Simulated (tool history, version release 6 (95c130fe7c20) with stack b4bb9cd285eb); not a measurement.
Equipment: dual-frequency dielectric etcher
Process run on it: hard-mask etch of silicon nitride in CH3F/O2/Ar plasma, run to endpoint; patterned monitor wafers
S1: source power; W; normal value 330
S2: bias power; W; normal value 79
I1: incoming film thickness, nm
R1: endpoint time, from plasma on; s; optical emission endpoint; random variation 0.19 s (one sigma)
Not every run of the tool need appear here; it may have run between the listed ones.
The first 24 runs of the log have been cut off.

run 25 hour=370.6 | S1=330 S2=79 | I1=33.71 | R1=48.5
run 26 hour=385.8 | S1=330 S2=79 | I1=33.85 | R1=48.8
run 27 hour=396.9 | S1=270 S2=62 | I1=33.84 | R1=56.0
run 28 hour=422.0 | S1=270 S2=68 | I1=33.91 | R1=53.4
run 29 hour=439.5 | S1=330 S2=71 | I1=33.72 | R1=50.2
run 30 hour=447.0 | S1=370 S2=79 | I1=33.74 | R1=47.0
run 31 hour=457.3 | S1=330 S2=72 | I1=33.96 | R1=50.3
run 32 hour=467.4 | S1=330 S2=79 | I1=33.94 | R1=48.1
run 33 hour=484.8 | S1=270 S2=59 | I1=34.05 | R1=57.4
run 34 hour=496.7 | S1=280 S2=62 | I1=33.64 | R1=55.0

Alternative continuations, all from the tool just after run 34; predict every row:
run A hour=497.1 | S1=330 S2=79 | I1=33.76 | R1=?
run B hour=497.1 | S1=330 S2=98 | I1=33.76 | R1=?
run C hour=497.1 | S1=410 S2=79 | I1=33.76 | R1=?
run D hour=497.1 | S1=290 S2=61 | I1=33.76 | R1=?
run E hour=497.1 | S1=350 S2=96 | I1=33.76 | R1=?

run=A R1=47.6
run=B R1=43.3
run=C R1=45.5
run=D R1=54.7
run=E R1=43.2
Had the tool no hidden state, the same runs would have come out as:
run=A R1=48.9
run=B R1=44.5
run=C R1=46.8
run=D R1=56.2
run=E R1=44.4

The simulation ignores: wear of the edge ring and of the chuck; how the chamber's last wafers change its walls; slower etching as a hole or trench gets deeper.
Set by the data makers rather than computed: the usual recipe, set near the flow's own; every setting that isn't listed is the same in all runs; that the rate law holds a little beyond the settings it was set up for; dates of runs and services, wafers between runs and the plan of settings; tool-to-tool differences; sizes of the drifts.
